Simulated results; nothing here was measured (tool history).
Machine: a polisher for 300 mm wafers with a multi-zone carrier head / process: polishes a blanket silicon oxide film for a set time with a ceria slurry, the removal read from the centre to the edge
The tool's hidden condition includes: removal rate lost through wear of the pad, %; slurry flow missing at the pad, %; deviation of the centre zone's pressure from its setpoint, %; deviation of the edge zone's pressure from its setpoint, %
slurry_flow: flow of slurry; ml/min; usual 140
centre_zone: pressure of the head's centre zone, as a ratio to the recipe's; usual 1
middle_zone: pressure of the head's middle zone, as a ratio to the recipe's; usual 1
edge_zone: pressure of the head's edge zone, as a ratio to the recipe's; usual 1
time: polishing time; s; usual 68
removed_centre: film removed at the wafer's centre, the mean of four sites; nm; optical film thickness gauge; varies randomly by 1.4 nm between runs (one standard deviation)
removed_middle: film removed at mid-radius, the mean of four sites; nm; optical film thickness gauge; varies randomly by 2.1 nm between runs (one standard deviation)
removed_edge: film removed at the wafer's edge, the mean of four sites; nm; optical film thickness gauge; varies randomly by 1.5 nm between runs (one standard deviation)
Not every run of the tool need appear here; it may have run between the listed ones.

run   hour  slurry_flow  centre_zone  middle_zone  edge_zone  time  wafers since the last listed run  wafers polished on this pad  hours since the slurry nozzle was cleaned  hours since the centre zone pressure was calibrated  hours since the edge zone pressure was calibrated  hours since the carrier head's membrane was replaced  incoming thickness of the incoming film, nm  removed_centre  removed_middle  removed_edge
  1      0          140            1            1          1    68                                 0                          820                                      508.6                                                963.6                                              271.6                                                 847.4                                        930.3           154.4           171.2         177.1
  2   30.4          140            1            1          1    68                               406                         1227                                        539                                                  994                                                302                                                 877.8                                        937.3           155.3           170.7         177.5
  3   45.6          140         1.04          0.9       1.06    85                               203                         1430                                      554.2                                               1009.2                                              317.2                                                   893                                        931.4           202.3             196         228.4
  4   68.4          140            1         1.12       0.94    68                               305                         1735                                        577                                                 1032                                                340                                                 915.8                                          958           154.4           189.1           172
  5   90.8          110            1         1.04        1.1    60                               299                         2035                                      599.4                                               1054.4                                              362.4                                                 938.2                                        934.5           127.7           148.6         155.6
      97.6  -- centre zone pressure recalibrated
  6  114.6          100            1            1          1    68                               291                         2327                                      623.2                                                   17                                              386.2                                                   962                                        943.1           156.4           155.1         163.7
     139.8  -- carrier head's membrane replaced by a new one
  7  140.3          140            1            1          1    68                               276                         2604                                      648.9                                                 42.7                                              411.9                                                   0.5                                        938.8           171.3           171.8         173.2
  8  162.6          190         1.04            1       0.97    68                               298                         2902                                      671.2                                                   65                                              434.2                                                  22.8                                        926.3           187.8           176.1         175.9
  9  186.4          140            1            1          1    68                               318                         3220                                        695                                                 88.8                                                458                                                  46.6                                        943.6           166.7           170.1         170.9
     212.1  -- worn pad replaced by a new one
 10  222.1          140            1            1          1    68                               424                          134                                      730.7                                                124.5                                              493.7                                                  82.3                                        933.3           168.6             177           176
 11  239.5          140            1         0.91          1    68                               232                          367                                      748.1                                                141.9                                              511.1                                                  99.7                                          944           167.9           161.2         179.7
 12  271.1          140          1.1         0.95       1.05    57                               422                          789                                      779.7                                                173.5                                              542.7                                                 131.3                                        940.8           156.1           136.8         152.3
     298.4  -- slurry nozzle cleaned
 13  303.6          185            1            1          1    68                               421                         1211                                        5.2                                                  206                                              575.2                                                 163.8                                          948           174.4           180.3         182.4
 14  337.9          125          1.1         0.93          1    68                               458                         1670                                       39.5                                                240.3                                              609.5                                                 198.1                                        940.3             177           160.3         170.1
 15  371.7          140         0.89            1          1    68                               452                         2122                                       73.3                                                274.1                                              643.3                                                 231.9                                        937.4           145.2           167.2         176.2
 16  388.4          140            1            1          1    68                               223                         2346                                         90                                                290.8                                                660                                                 248.6                                        952.2           161.7           168.3         171.4
 17  419.8          140         1.07          1.1       1.06    89                               420                         2766                                      121.4                                                322.2                                              691.4                                                   280                                          926           225.6             238         229.1
 18  433.4          140            1            1          1    68                               181                         2948                                        135                                                335.8                                                705                                                 293.6                                        942.5           160.4           169.5         171.7
 19  463.3          120         1.08            1          1    52                               400                         3348                                      164.9                                                365.7                                              734.9                                                 323.5                                        945.7           123.5           122.8         127.1
 20    493          140            1            1          1    68                               397                         3745                                      194.6                                                395.4                                              764.6                                                 353.2                                        954.7           153.9           162.4         167.9
     506.8  -- worn pad replaced by a new one
 21  512.8          140         1.07            1          1    68                               211                           80                                      214.4                                                415.2                                              784.4                                                   373                                          926           175.4           173.2         178.2
 22  543.9          140         0.93         1.11          1    68                               416                          496                                      245.5                                                446.3                                              815.5                                                 404.1                                        954.4           149.9           186.2         177.1
 23  564.8          140            1         0.91       1.08    60                               279                          775                                      266.4                                                467.2                                              836.4                                                   425                                        929.3           143.9           146.1         162.3

3 options for the next run, each taken on its own from the tool as it stands now. Forecast them:
  A  565.2           95            1            1          1    68                                 5                          781                                      266.8                                                467.6                                              836.8                                                 425.4                                        952.3               ?               ?             ?
  B  565.2           90            1            1       1.09    49                                 5                          781                                      266.8                                                467.6                                              836.8                                                 425.4                                        952.3               ?               ?             ?
  C  565.2          140         0.92            1       0.88    76                                 5                          781                                      266.8                                                467.6                                              836.8                                                 425.4                                        952.3               ?               ?             ?

run  removed_centre  removed_middle  removed_edge
  A             145           155.1         164.9
  B           102.1           109.5         122.3
  C           168.9           193.5         187.5
With no hidden state in the tool, these same runs would have given:
run  removed_centre  removed_middle  removed_edge
  A           156.5           155.5         165.5
  B           110.2           109.9         122.7
  C           182.4           194.1         188.1

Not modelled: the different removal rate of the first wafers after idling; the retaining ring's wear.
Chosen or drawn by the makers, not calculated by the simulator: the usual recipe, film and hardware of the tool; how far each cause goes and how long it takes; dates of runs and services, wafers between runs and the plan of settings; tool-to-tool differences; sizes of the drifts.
